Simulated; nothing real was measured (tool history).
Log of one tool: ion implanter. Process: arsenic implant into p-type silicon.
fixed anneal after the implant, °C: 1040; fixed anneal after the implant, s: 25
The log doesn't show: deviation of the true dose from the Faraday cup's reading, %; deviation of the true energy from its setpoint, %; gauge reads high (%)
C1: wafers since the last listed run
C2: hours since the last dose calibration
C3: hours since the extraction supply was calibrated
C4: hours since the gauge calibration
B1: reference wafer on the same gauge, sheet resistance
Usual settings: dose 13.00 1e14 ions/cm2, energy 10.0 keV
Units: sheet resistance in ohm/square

run 1 hour=0.0 | dose=13.00 energy=10.0 | C1=0 C2=1515.4 C3=2909.9 C4=639.1 | B1=120.97 | sheet_resistance=110.85
run 2 hour=88.0 | dose=13.00 energy=10.0 | C1=1570 C2=1603.4 C3=2997.9 C4=727.1 | B1=120.98 | sheet_resistance=110.64
run 3 hour=147.3 | dose=9.93 energy=10.0 | C1=1058 C2=1662.7 C3=3057.2 C4=786.4 | B1=120.97 | sheet_resistance=128.89
run 4 hour=264.3 | dose=9.93 energy=10.0 | C1=2088 C2=1779.7 C3=3174.2 C4=903.4 | B1=121.02 | sheet_resistance=128.77
run 5 hour=339.4 | dose=13.00 energy=10.0 | C1=1340 C2=1854.8 C3=3249.3 C4=978.5 | B1=121.02 | sheet_resistance=110.18
run 6 hour=383.2 | dose=13.00 energy=10.0 | C1=781 C2=1898.6 C3=3293.1 C4=1022.3 | B1=121.05 | sheet_resistance=110.20
run 7 hour=498.8 | dose=13.00 energy=10.0 | C1=2063 C2=2014.2 C3=3408.7 C4=1137.9 | B1=120.96 | sheet_resistance=110.49
-- hour=523.9 gauge calibrated
-- hour=585.7 Faraday cup replaced and dose calibrated
run 8 hour=602.5 | dose=13.00 energy=10.0 | C1=1708 C2=16.8 C3=3512.4 C4=78.6 | B1=121.05 | sheet_resistance=112.21
run 9 hour=671.3 | dose=13.00 energy=10.0 | C1=1228 C2=85.6 C3=3581.2 C4=147.4 | B1=120.97 | sheet_resistance=111.97
run 10 hour=750.7 | dose=13.00 energy=10.0 | C1=1417 C2=165.0 C3=3660.6 C4=226.8 | B1=121.01 | sheet_resistance=112.04
run 11 hour=828.2 | dose=13.00 energy=10.0 | C1=1383 C2=242.5 C3=3738.1 C4=304.3 | B1=120.99 | sheet_resistance=112.17
run 12 hour=870.0 | dose=13.00 energy=10.0 | C1=746 C2=284.3 C3=3779.9 C4=346.1 | B1=121.04 | sheet_resistance=111.64
run 13 hour=942.8 | dose=9.70 energy=12.0 | C1=1299 C2=357.1 C3=3852.7 C4=418.9 | B1=120.97 | sheet_resistance=131.03
-- hour=989.8 extraction supply calibrated
run 14 hour=996.2 | dose=13.00 energy=10.0 | C1=810 C2=410.5 C3=6.4 C4=472.3 | B1=120.97 | sheet_resistance=111.94
run 15 hour=1141.3 | dose=13.00 energy=10.0 | C1=2590 C2=555.6 C3=151.5 C4=617.4 | B1=120.94 | sheet_resistance=111.57
run 16 hour=1237.4 | dose=9.17 energy=8.0 | C1=1715 C2=651.7 C3=247.6 C4=713.5 | B1=121.06 | sheet_resistance=138.58
run 17 hour=1334.4 | dose=10.41 energy=8.0 | C1=1731 C2=748.7 C3=344.6 C4=810.5 | B1=120.94 | sheet_resistance=127.03
run 18 hour=1397.6 | dose=14.78 energy=11.5 | C1=1128 C2=811.9 C3=407.8 C4=873.7 | B1=121.00 | sheet_resistance=104.46
run 19 hour=1446.4 | dose=13.00 energy=6.5 | C1=871 C2=860.7 C3=456.6 C4=922.5 | B1=121.00 | sheet_resistance=113.47
run 20 hour=1510.9 | dose=10.51 energy=13.5 | C1=1151 C2=925.2 C3=521.1 C4=987.0 | B1=120.95 | sheet_resistance=123.48
run 21 hour=1551.8 | dose=11.34 energy=9.0 | C1=730 C2=966.1 C3=562.0 C4=1027.9 | B1=120.99 | sheet_resistance=120.44
run 22 hour=1597.0 | dose=13.00 energy=10.0 | C1=806 C2=1011.3 C3=607.2 C4=1073.1 | B1=121.05 | sheet_resistance=111.14
run 23 hour=1640.3 | dose=16.65 energy=13.0 | C1=772 C2=1054.6 C3=650.5 C4=1116.4 | B1=121.09 | sheet_resistance=97.90
run 24 hour=1691.9 | dose=11.88 energy=11.0 | C1=921 C2=1106.2 C3=702.1 C4=1168.0 | B1=121.07 | sheet_resistance=115.70

4 ways to go on from here, each from the tool as it stands after run 24. What would each give?
run A hour=1692.3 | dose=13.00 energy=10.0 | C1=7 C2=1106.6 C3=702.5 C4=1168.4 | B1=? | sheet_resistance=?
run B hour=1692.3 | dose=16.29 energy=7.0 | C1=7 C2=1106.6 C3=702.5 C4=1168.4 | B1=? | sheet_resistance=?
run C hour=1692.3 | dose=9.65 energy=8.5 | C1=7 C2=1106.6 C3=702.5 C4=1168.4 | B1=? | sheet_resistance=?
run D hour=1692.3 | dose=9.65 energy=7.0 | C1=7 C2=1106.6 C3=702.5 C4=1168.4 | B1=? | sheet_resistance=?

run=A B1=120.99 sheet_resistance=110.94
run=B B1=120.99 sheet_resistance=102.15
run=C B1=120.99 sheet_resistance=132.57
run=D B1=120.99 sheet_resistance=133.40
Without the tool's hidden state the same runs would have given:
run=A sheet_resistance=112.18
run=B sheet_resistance=103.03
run=C sheet_resistance=134.52
run=D sheet_resistance=135.35

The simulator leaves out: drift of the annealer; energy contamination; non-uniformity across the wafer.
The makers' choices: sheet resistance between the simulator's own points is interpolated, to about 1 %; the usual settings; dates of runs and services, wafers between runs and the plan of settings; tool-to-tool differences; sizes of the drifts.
